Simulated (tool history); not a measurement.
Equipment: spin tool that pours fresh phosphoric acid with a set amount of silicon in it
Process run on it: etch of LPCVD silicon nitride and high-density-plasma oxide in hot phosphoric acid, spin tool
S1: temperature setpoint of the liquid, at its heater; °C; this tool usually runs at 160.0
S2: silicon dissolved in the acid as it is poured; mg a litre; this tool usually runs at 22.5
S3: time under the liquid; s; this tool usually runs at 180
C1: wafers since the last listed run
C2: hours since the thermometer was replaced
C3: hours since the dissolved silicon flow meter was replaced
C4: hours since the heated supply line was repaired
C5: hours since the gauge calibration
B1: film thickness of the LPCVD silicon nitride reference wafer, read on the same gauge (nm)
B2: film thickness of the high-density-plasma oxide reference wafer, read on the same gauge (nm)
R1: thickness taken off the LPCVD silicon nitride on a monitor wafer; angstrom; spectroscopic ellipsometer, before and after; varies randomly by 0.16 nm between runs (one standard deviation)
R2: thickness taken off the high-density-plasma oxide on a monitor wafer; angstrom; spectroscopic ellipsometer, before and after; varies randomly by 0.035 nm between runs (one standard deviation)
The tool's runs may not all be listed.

run 1 hour=0.0 | S1=160.0 S2=13.5 S3=180 | C1=0 C2=1102.6 C3=1399.3 C4=2917.1 C5=767.3 | B1=130.01 B2=140.001 | R1=179.8 R2=3.60
run 2 hour=24.7 | S1=160.0 S2=13.5 S3=180 | C1=238 C2=1127.3 C3=1424.0 C4=2941.8 C5=792.0 | B1=130.01 B2=140.000 | R1=180.2 R2=2.91
run 3 hour=76.5 | S1=160.0 S2=22.5 S3=180 | C1=499 C2=1179.1 C3=1475.8 C4=2993.6 C5=843.8 | B1=130.00 B2=140.010 | R1=180.8 R2=1.97
-- hour=113.5 heated supply line repaired
run 4 hour=126.2 | S1=160.0 S2=22.5 S3=180 | C1=469 C2=1228.8 C3=1525.5 C4=12.7 C5=893.5 | B1=130.03 B2=140.008 | R1=181.4 R2=2.23
-- hour=128.5 dissolved silicon flow meter replaced
run 5 hour=182.7 | S1=160.0 S2=22.5 S3=180 | C1=535 C2=1285.3 C3=54.2 C4=69.2 C5=950.0 | B1=130.01 B2=139.976 | R1=181.0 R2=1.73
-- hour=201.1 gauge calibrated
run 6 hour=216.7 | S1=160.0 S2=22.5 S3=180 | C1=327 C2=1319.3 C3=88.2 C4=103.2 C5=15.6 | B1=130.00 B2=139.995 | R1=182.1 R2=1.72
run 7 hour=251.5 | S1=160.0 S2=22.5 S3=180 | C1=335 C2=1354.1 C3=123.0 C4=138.0 C5=50.4 | B1=130.00 B2=139.985 | R1=181.7 R2=2.81
run 8 hour=306.3 | S1=160.0 S2=22.5 S3=135 | C1=528 C2=1408.9 C3=177.8 C4=192.8 C5=105.2 | B1=130.00 B2=139.980 | R1=137.6 R2=1.23
run 9 hour=366.3 | S1=160.0 S2=22.5 S3=285 | C1=578 C2=1468.9 C3=237.8 C4=252.8 C5=165.2 | B1=129.96 B2=139.990 | R1=282.0 R2=4.04
run 10 hour=400.4 | S1=160.0 S2=22.5 S3=180 | C1=328 C2=1503.0 C3=271.9 C4=286.9 C5=199.3 | B1=129.97 B2=139.992 | R1=179.8 R2=1.47
run 11 hour=471.9 | S1=157.5 S2=22.5 S3=180 | C1=689 C2=1574.5 C3=343.4 C4=358.4 C5=270.8 | B1=129.98 B2=140.022 | R1=166.4 R2=1.63
run 12 hour=499.9 | S1=161.0 S2=8.5 S3=180 | C1=270 C2=1602.5 C3=371.4 C4=386.4 C5=298.8 | B1=130.00 B2=140.033 | R1=189.6 R2=3.64
run 13 hour=535.5 | S1=158.0 S2=12.5 S3=210 | C1=343 C2=1638.1 C3=407.0 C4=422.0 C5=334.4 | B1=130.02 B2=140.009 | R1=200.5 R2=2.78
run 14 hour=563.5 | S1=160.0 S2=8.0 S3=285 | C1=270 C2=1666.1 C3=435.0 C4=450.0 C5=362.4 | B1=130.00 B2=139.990 | R1=286.3 R2=5.49
-- hour=599.3 thermometer replaced
run 15 hour=609.4 | S1=160.0 S2=33.5 S3=75 | C1=433 C2=10.1 C3=480.9 C4=495.9 C5=408.3 | B1=129.97 B2=140.004 | R1=75.4 R2=0.56
run 16 hour=678.8 | S1=160.0 S2=22.5 S3=180 | C1=669 C2=79.5 C3=550.3 C4=565.3 C5=477.7 | B1=129.98 B2=140.016 | R1=180.1 R2=2.18
run 17 hour=729.2 | S1=160.0 S2=22.5 S3=110 | C1=486 C2=129.9 C3=600.7 C4=615.7 C5=528.1 | B1=130.02 B2=140.015 | R1=111.8 R2=1.22
run 18 hour=762.3 | S1=160.0 S2=36.5 S3=180 | C1=319 C2=163.0 C3=633.8 C4=648.8 C5=561.2 | B1=129.99 B2=139.982 | R1=183.4 R2=1.19
run 19 hour=828.9 | S1=160.0 S2=22.5 S3=180 | C1=642 C2=229.6 C3=700.4 C4=715.4 C5=627.8 | B1=129.99 B2=140.021 | R1=182.2 R2=1.73
run 20 hour=864.6 | S1=161.5 S2=22.5 S3=285 | C1=344 C2=265.3 C3=736.1 C4=751.1 C5=663.5 | B1=129.99 B2=139.991 | R1=303.9 R2=4.71

The tool's hidden state at each run:
liquid hotter than its thermometer reads (K): 0 at every run
dissolved silicon flow below the setpoint (%): 0 at every run
temperature lost on the way to the wafer (K): 0 at every run
gauge reads high (%): 0 at every run
